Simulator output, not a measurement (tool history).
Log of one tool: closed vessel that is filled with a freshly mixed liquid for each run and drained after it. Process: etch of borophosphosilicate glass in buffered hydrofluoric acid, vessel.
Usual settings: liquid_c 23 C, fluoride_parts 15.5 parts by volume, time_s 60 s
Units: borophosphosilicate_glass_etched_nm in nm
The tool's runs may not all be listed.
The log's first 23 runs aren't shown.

run   hour  liquid_c  fluoride_parts  time_s  wafers since the last listed run  hours since the thermometer was replaced  hours since the hydrofluoric acid flow meter was replaced  hours since the gauge calibration  read-back film thickness of the borophosphosilicate glass reference wafer, read on the same gauge (nm)  borophosphosilicate_glass_etched_nm
 24  304.4        23              19      60                              1061                                     107.8                                                         57                              115.8                                                                                                   99.97                                58.16
 25    317        21            15.5      60                              1249                                     120.4                                                       69.6                              128.4                                                                                                  100.01                                64.25
 26  323.1        19            15.5      60                               604                                     126.5                                                       75.7                              134.5                                                                                                  100.02                                57.77
 27  331.6      19.5             9.5      75                               842                                       135                                                       84.2                                143                                                                                                     100                                116.9
 28    339      24.5            20.5      90                               733                                     142.4                                                       91.6                              150.4                                                                                                   99.95                                88.27
 29  353.3        23            15.5      50                              1418                                     156.7                                                      105.9                              164.7                                                                                                   99.97                                59.81
 30  370.1      24.5            10.5      60                              1666                                     173.5                                                      122.7                              181.5                                                                                                     100                               113.44
 31  386.1        23            21.5      35                              1586                                     189.5                                                      138.7                              197.5                                                                                                   99.97                                30.91

5 ways to go on from here, each from the tool as it stands after run 31. What would each give?
  A  386.8        18            15.5      60                                69                                     190.2                                                      139.4                              198.2                                                                                                       ?                                    ?
  B  386.8      20.5            12.5      85                                69                                     190.2                                                      139.4                              198.2                                                                                                       ?                                    ?
  C  386.8      26.5            21.5      30                                69                                     190.2                                                      139.4                              198.2                                                                                                       ?                                    ?
  D  386.8      24.5            11.5      50                                69                                     190.2                                                      139.4                              198.2                                                                                                       ?                                    ?
  E  386.8      19.5            15.5      60                                69                                     190.2                                                      139.4                              198.2                                                                                                       ?                                    ?

run  read-back film thickness of the borophosphosilicate glass reference wafer, read on the same gauge (nm)  borophosphosilicate_glass_etched_nm
  A                                                                                                   99.98                                 54.4
  B                                                                                                   99.98                               109.49
  C                                                                                                   99.98                                 31.9
  D                                                                                                   99.98                                86.87
  E                                                                                                   99.98                                59.14
Without the tool's hidden state the same runs would have given:
run  borophosphosilicate_glass_etched_nm
  A                                52.44
  B                               105.59
  C                                30.87
  D                                83.84
  E                                57.02
